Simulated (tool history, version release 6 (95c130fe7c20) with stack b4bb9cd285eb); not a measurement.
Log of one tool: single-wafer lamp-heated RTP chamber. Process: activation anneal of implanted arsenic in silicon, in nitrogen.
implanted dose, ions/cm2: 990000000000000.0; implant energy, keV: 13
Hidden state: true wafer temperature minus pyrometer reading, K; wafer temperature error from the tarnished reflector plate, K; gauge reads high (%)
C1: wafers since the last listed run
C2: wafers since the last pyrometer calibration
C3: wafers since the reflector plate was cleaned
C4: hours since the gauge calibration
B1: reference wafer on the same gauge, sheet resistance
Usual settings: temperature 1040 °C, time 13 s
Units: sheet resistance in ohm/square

Run 1, hour 0.0: usual settings; C1 0; C2 2652; C3 5181; C4 949.7; B1 130.93. Result: sheet resistance 125.94 ohm/square.
Run 2, hour 63.5: usual settings but time 17 s; C1 652; C2 3304; C3 5834; C4 1013.2; B1 130.83. Result: sheet resistance 121.62 ohm/square.
Run 3, hour 123.8: usual settings; C1 619; C2 3924; C3 6453; C4 1073.5; B1 130.90. Result: sheet resistance 125.93 ohm/square.
Run 4, hour 152.3: usual settings; C1 292; C2 4217; C3 6746; C4 1102.0; B1 131.12. Result: sheet resistance 125.46 ohm/square.
At hour 215.2: pyrometer window cleaned and pyrometer calibrated.
Run 5, hour 284.9: usual settings; C1 1280; C2 716; C3 8026; C4 1234.6; B1 130.89. Result: sheet resistance 127.91 ohm/square.
Run 6, hour 311.5: usual settings but temperature 1023 °C; C1 273; C2 989; C3 8300; C4 1261.2; B1 131.02. Result: sheet resistance 133.45 ohm/square.
Run 7, hour 356.5: usual settings but temperature 1023 °C; C1 462; C2 1452; C3 8762; C4 1306.2; B1 131.15. Result: sheet resistance 133.08 ohm/square.
Run 8, hour 421.7: usual settings but temperature 1023 °C; C1 669; C2 2122; C3 9432; C4 1371.4; B1 130.90. Result: sheet resistance 131.59 ohm/square.
Run 9, hour 476.2: usual settings but temperature 1026 °C, time 9 s; C1 559; C2 2682; C3 9992; C4 1425.9; B1 130.99. Result: sheet resistance 136.96 ohm/square.
Run 10, hour 548.2: usual settings but time 9 s; C1 739; C2 3421; C3 10732; C4 1497.9; B1 131.08. Result: sheet resistance 130.58 ohm/square.
Run 11, hour 582.5: usual settings; C1 352; C2 3774; C3 11084; C4 1532.2; B1 131.02. Result: sheet resistance 124.65 ohm/square.
Run 12, hour 609.6: usual settings; C1 278; C2 4052; C3 11362; C4 1559.3; B1 130.78. Result: sheet resistance 123.93 ohm/square.
At hour 630.0: reflector plate cleaned.
Run 13, hour 646.3: usual settings but temperature 1047 °C, time 16 s; C1 294; C2 4347; C3 167; C4 1596.0; B1 131.15. Result: sheet resistance 121.05 ohm/square.
At hour 660.6: gauge calibrated.
At hour 675.9: pyrometer window cleaned and pyrometer calibrated.
Run 14, hour 682.9: usual settings; C1 293; C2 71; C3 461; C4 22.3; B1 130.93. Result: sheet resistance 129.97 ohm/square.
Run 15, hour 751.1: usual settings; C1 700; C2 772; C3 1162; C4 90.5; B1 131.02. Result: sheet resistance 128.97 ohm/square.
Run 16, hour 794.3: usual settings but temperature 1062 °C, time 10 s; C1 443; C2 1216; C3 1606; C4 133.7; B1 131.07. Result: sheet resistance 124.10 ohm/square.
Run 17, hour 840.8: usual settings but temperature 1025 °C, time 17 s; C1 477; C2 1693; C3 2083; C4 180.2; B1 130.81. Result: sheet resistance 128.74 ohm/square.
Run 18, hour 884.0: usual settings but temperature 1068 °C, time 21 s; C1 443; C2 2137; C3 2527; C4 223.4; B1 130.94. Result: sheet resistance 112.70 ohm/square.
Run 19, hour 965.5: usual settings but temperature 1059 °C, time 7 s; C1 837; C2 2975; C3 3365; C4 304.9; B1 130.82. Result: sheet resistance 129.53 ohm/square.
Run 20, hour 1030.0: usual settings but temperature 1051 °C, time 8 s; C1 662; C2 3637; C3 4027; C4 369.4; B1 131.00. Result: sheet resistance 130.17 ohm/square.
Run 21, hour 1081.1: usual settings but temperature 1067 °C, time 8 s; C1 525; C2 4163; C3 4552; C4 420.5; B1 130.92. Result: sheet resistance 123.88 ohm/square.
Run 22, hour 1139.3: usual settings but time 16 s; C1 597; C2 4761; C3 5150; C4 478.7; B1 131.03. Result: sheet resistance 122.26 ohm/square.
At hour 1203.0: pyrometer window cleaned and pyrometer calibrated.
Run 23, hour 1341.7: usual settings but temperature 1024 °C; C1 1997; C2 1425; C3 7148; C4 681.1; B1 130.82. Result: sheet resistance 133.55 ohm/square.
Run 24, hour 1400.3: usual settings but temperature 1056 °C, time 15 s; C1 602; C2 2027; C3 7750; C4 739.7; B1 130.83. Result: sheet resistance 119.51 ohm/square.
Run 25, hour 1472.3: usual settings; C1 739; C2 2766; C3 8490; C4 811.7; B1 130.85. Result: sheet resistance 125.62 ohm/square.
Run 26, hour 1502.6: usual settings but temperature 1013 °C; C1 311; C2 3078; C3 8801; C4 842.0; B1 130.86. Result: sheet resistance 135.79 ohm/square.
Run 27, hour 1546.2: usual settings but time 8 s; C1 447; C2 3526; C3 9249; C4 885.6; B1 131.00. Result: sheet resistance 133.20 ohm/square.
Run 28, hour 1601.6: usual settings; C1 569; C2 4095; C3 9818; C4 941.0; B1 130.97. Result: sheet resistance 125.50 ohm/square.
At hour 1637.3: reflector plate cleaned.
At hour 1667.8: pyrometer window cleaned and pyrometer calibrated.
Run 29, hour 1671.8: usual settings but temperature 1062 °C, time 9 s; C1 556; C2 41; C3 271; C4 1011.2; B1 130.98. Result: sheet resistance 128.66 ohm/square.
Run 30, hour 1708.1: usual settings; C1 372; C2 414; C3 644; C4 1047.5; B1 130.99. Result: sheet resistance 129.37 ohm/square.
Run 31, hour 1767.7: usual settings; C1 612; C2 1026; C3 1257; C4 1107.1; B1 130.99. Result: sheet resistance 128.63 ohm/square.
Run 32, hour 1816.5: usual settings but temperature 1067 °C; C1 501; C2 1528; C3 1758; C4 1155.9; B1 130.95. Result: sheet resistance 120.48 ohm/square.
Run 33, hour 1848.1: usual settings but temperature 1058 °C, time 7 s; C1 324; C2 1852; C3 2083; C4 1187.5; B1 130.90. Result: sheet resistance 130.51 ohm/square.
Run 34, hour 1875.6: usual settings; C1 282; C2 2135; C3 2365; C4 1215.0; B1 130.85. Result: sheet resistance 127.78 ohm/square.
Run 35, hour 1942.3: usual settings; C1 685; C2 2820; C3 3051; C4 1281.7; B1 131.02. Result: sheet resistance 126.83 ohm/square.

Some steps in sheet resistance between neighbouring runs. How much of each would the tool show without its hidden state too (settings, what came in, random variation), and how much is left for the hidden state, with any gauge scatter that isn't in both results?
Run 12 -> 13: temperature 1040 -> 1047, time 13 -> 16, reflector plate cleaned. sheet resistance -2.88 ohm/square: hidden state +3.05, all else -5.93.
Run 13 -> 14: temperature 1047 -> 1040, time 16 -> 13, gauge calibrated, pyrometer window cleaned and pyrometer calibrated. sheet resistance +8.92 ohm/square: hidden state +2.97, all else +5.95.
Run 17 -> 18: temperature 1025 -> 1068, time 17 -> 21. sheet resistance -16.04 ohm/square: hidden state +1.62, all else -17.66.
Run 18 -> 19: temperature 1068 -> 1059, time 21 -> 7. sheet resistance +16.83 ohm/square: hidden state -1.78, all else +18.61.
Run 23 -> 24: temperature 1024 -> 1056, time 13 -> 15. sheet resistance -14.04 ohm/square: hidden state +1.12, all else -15.16.
Run 28 -> 29: temperature 1040 -> 1062, time 13 -> 9, reflector plate cleaned, pyrometer window cleaned and pyrometer calibrated. sheet resistance +3.16 ohm/square: hidden state +6.37, all else -3.21.

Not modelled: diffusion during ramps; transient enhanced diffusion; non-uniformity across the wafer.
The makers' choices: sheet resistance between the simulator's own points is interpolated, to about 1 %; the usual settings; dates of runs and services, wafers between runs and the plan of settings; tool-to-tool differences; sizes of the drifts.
